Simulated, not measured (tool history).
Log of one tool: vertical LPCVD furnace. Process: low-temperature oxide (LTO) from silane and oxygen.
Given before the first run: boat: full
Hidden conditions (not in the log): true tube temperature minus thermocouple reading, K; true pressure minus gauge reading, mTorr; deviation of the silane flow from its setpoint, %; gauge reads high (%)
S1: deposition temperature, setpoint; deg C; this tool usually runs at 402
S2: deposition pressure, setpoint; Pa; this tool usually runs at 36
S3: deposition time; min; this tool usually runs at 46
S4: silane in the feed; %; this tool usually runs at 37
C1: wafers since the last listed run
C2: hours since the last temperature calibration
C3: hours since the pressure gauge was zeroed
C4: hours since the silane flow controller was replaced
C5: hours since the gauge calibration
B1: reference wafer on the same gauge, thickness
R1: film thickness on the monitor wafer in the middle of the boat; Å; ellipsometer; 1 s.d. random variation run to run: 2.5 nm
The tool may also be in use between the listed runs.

Run 1, hour 0: usual settings but S2 42.7 Pa, S3 39 min; C1 0; C2 1484.3; C3 1862.7; C4 6262.3; C5 922; B1 531.54. Result: R1 4872.5 Å.
Run 2, hour 40.2: usual settings; C1 440; C2 1524.5; C3 1902.9; C4 6302.5; C5 962.2; B1 531.39. Result: R1 4856.4 Å.
Run 3, hour 94.5: usual settings; C1 595; C2 1578.8; C3 1957.2; C4 6356.8; C5 1016.5; B1 531.17. Result: R1 4864.5 Å.
At hour 166.8: thermocouples replaced and temperature profile calibrated.
Run 4, hour 167.3: usual settings; C1 534; C2 0.5; C3 2030; C4 6429.6; C5 1089.3; B1 530.9. Result: R1 4694.4 Å.
Run 5, hour 197.1: usual settings but S2 30.7 Pa; C1 326; C2 30.3; C3 2059.8; C4 6459.4; C5 1119.1; B1 530.66. Result: R1 4031.6 Å.
Run 6, hour 226.7: usual settings but S2 30.7 Pa; C1 324; C2 59.9; C3 2089.4; C4 6489; C5 1148.7; B1 531. Result: R1 4020 Å.
Run 7, hour 260.8: usual settings but S2 30.7 Pa; C1 373; C2 94; C3 2123.5; C4 6523.1; C5 1182.8; B1 531.32. Result: R1 4040.2 Å.
Run 8, hour 313.5: usual settings but S4 34 %; C1 577; C2 146.7; C3 2176.2; C4 6575.8; C5 1235.5; B1 531.22. Result: R1 4237.2 Å.
At hour 395.3: pressure gauge zeroed.
Run 9, hour 395.8: usual settings; C1 639; C2 229; C3 0.5; C4 6658.1; C5 1317.8; B1 530.88. Result: R1 4744.3 Å.
At hour 447: silane flow controller replaced.
Run 10, hour 447.5: usual settings; C1 303; C2 280.7; C3 52.2; C4 0.5; C5 1369.5; B1 531.04. Result: R1 4795.1 Å.
Run 11, hour 480.8: usual settings; C1 365; C2 314; C3 85.5; C4 33.8; C5 1402.8; B1 531.04. Result: R1 4733.7 Å.
Run 12, hour 552.1: usual settings; C1 781; C2 385.3; C3 156.8; C4 105.1; C5 1474.1; B1 530.47. Result: R1 4712.2 Å.
Run 13, hour 601.9: usual settings but S1 399 deg C; C1 545; C2 435.1; C3 206.6; C4 154.9; C5 1523.9; B1 530.37. Result: R1 4614.3 Å.
Run 14, hour 661.8: usual settings but S1 396 deg C, S2 29.3 Pa, S3 34 min, S4 33 %; C1 656; C2 495; C3 266.5; C4 214.8; C5 1583.8; B1 530.74. Result: R1 2283.5 Å.
Run 15, hour 705.3: usual settings; C1 476; C2 538.5; C3 310; C4 258.3; C5 1627.3; B1 531.66. Result: R1 4765.1 Å.
Run 16, hour 750.9: usual settings; C1 499; C2 584.1; C3 355.6; C4 303.9; C5 1672.9; B1 530.85. Result: R1 4733.3 Å.
Run 17, hour 807.6: usual settings but S4 42 %; C1 621; C2 640.8; C3 412.3; C4 360.6; C5 1729.6; B1 530.76. Result: R1 5583.7 Å.
Run 18, hour 876.7: usual settings but S1 393 deg C, S2 30.7 Pa; C1 757; C2 709.9; C3 481.4; C4 429.7; C5 1798.7; B1 531.74. Result: R1 3671.1 Å.
At hour 881.8: gauge calibrated.
Run 19, hour 925.9: usual settings but S1 392 deg C, S2 43.3 Pa, S4 33 %; C1 539; C2 759.1; C3 530.6; C4 478.9; C5 44.1; B1 530.28. Result: R1 4370.9 Å.
Run 20, hour 975.4: usual settings but S1 413 deg C, S4 43 %; C1 542; C2 808.6; C3 580.1; C4 528.4; C5 93.6; B1 530.62. Result: R1 6364.9 Å.
Run 21, hour 1028.6: usual settings but S1 394 deg C; C1 583; C2 861.8; C3 633.3; C4 581.6; C5 146.8; B1 530.54. Result: R1 4397.9 Å.
Run 22, hour 1070.6: usual settings but S1 413 deg C, S4 30 %; C1 460; C2 903.8; C3 675.3; C4 623.6; C5 188.8; B1 530.93. Result: R1 4062.4 Å.
Run 23, hour 1097.2: usual settings but S1 408 deg C, S2 43.3 Pa, S3 56.5 min, S4 41 %; C1 291; C2 930.4; C3 701.9; C4 650.2; C5 215.4; B1 531.27. Result: R1 8515.1 Å.
Run 24, hour 1157.9: usual settings; C1 665; C2 991.1; C3 762.6; C4 710.9; C5 276.1; B1 531.08. Result: R1 4781.8 Å.
Run 25, hour 1186.6: usual settings but S3 56 min; C1 314; C2 1019.8; C3 791.3; C4 739.6; C5 304.8; B1 531.38. Result: R1 5862.7 Å.
Run 26, hour 1241.4: usual settings but S1 396 deg C, S3 61 min; C1 600; C2 1074.6; C3 846.1; C4 794.4; C5 359.6; B1 530.9. Result: R1 5928.3 Å.
Run 27, hour 1287.4: usual settings but S2 30.7 Pa, S3 54 min, S4 41 %; C1 504; C2 1120.6; C3 892.1; C4 840.4; C5 405.6; B1 531.4. Result: R1 5405.7 Å.
Run 28, hour 1344.2: usual settings; C1 622; C2 1177.4; C3 948.9; C4 897.2; C5 462.4; B1 531.2. Result: R1 4836.1 Å.
Run 29, hour 1400.8: usual settings; C1 620; C2 1234; C3 1005.5; C4 953.8; C5 519; B1 530.93. Result: R1 4795 Å.
Run 30, hour 1455.8: usual settings but S1 413 deg C, S4 30 %; C1 602; C2 1289; C3 1060.5; C4 1008.8; C5 574; B1 530.59. Result: R1 4080.4 Å.

Below are 5 alternative next runs, each starting from the tool's condition after run 30. Predict each:
Run A, hour 1461.3: usual settings; C1 60; C2 1294.5; C3 1066; C4 1014.3; C5 579.5; B1 ?. Result: R1 ?.
Run B, hour 1461.3: usual settings but S2 43.3 Pa; C1 60; C2 1294.5; C3 1066; C4 1014.3; C5 579.5; B1 ?. Result: R1 ?.
Run C, hour 1461.3: usual settings but S2 42.7 Pa, S3 59.5 min; C1 60; C2 1294.5; C3 1066; C4 1014.3; C5 579.5; B1 ?. Result: R1 ?.
Run D, hour 1461.3: usual settings but S1 391 deg C, S3 61 min; C1 60; C2 1294.5; C3 1066; C4 1014.3; C5 579.5; B1 ?. Result: R1 ?.
Run E, hour 1461.3: usual settings but S2 27.3 Pa, S3 35 min, S4 34 %; C1 60; C2 1294.5; C3 1066; C4 1014.3; C5 579.5; B1 ?. Result: R1 ?.

run      B1      R1
  A  531.31  4805.3
  B  531.31  5784.1
  C  531.31  7366.5
  D  531.31  5623.3
  E  531.31  2484.8
Without the tool's unlogged condition, the same runs would have read:
run      R1
  A  4712.6
  B  5672.6
  C  7224.5
  D  5510.1
  E  2435.8
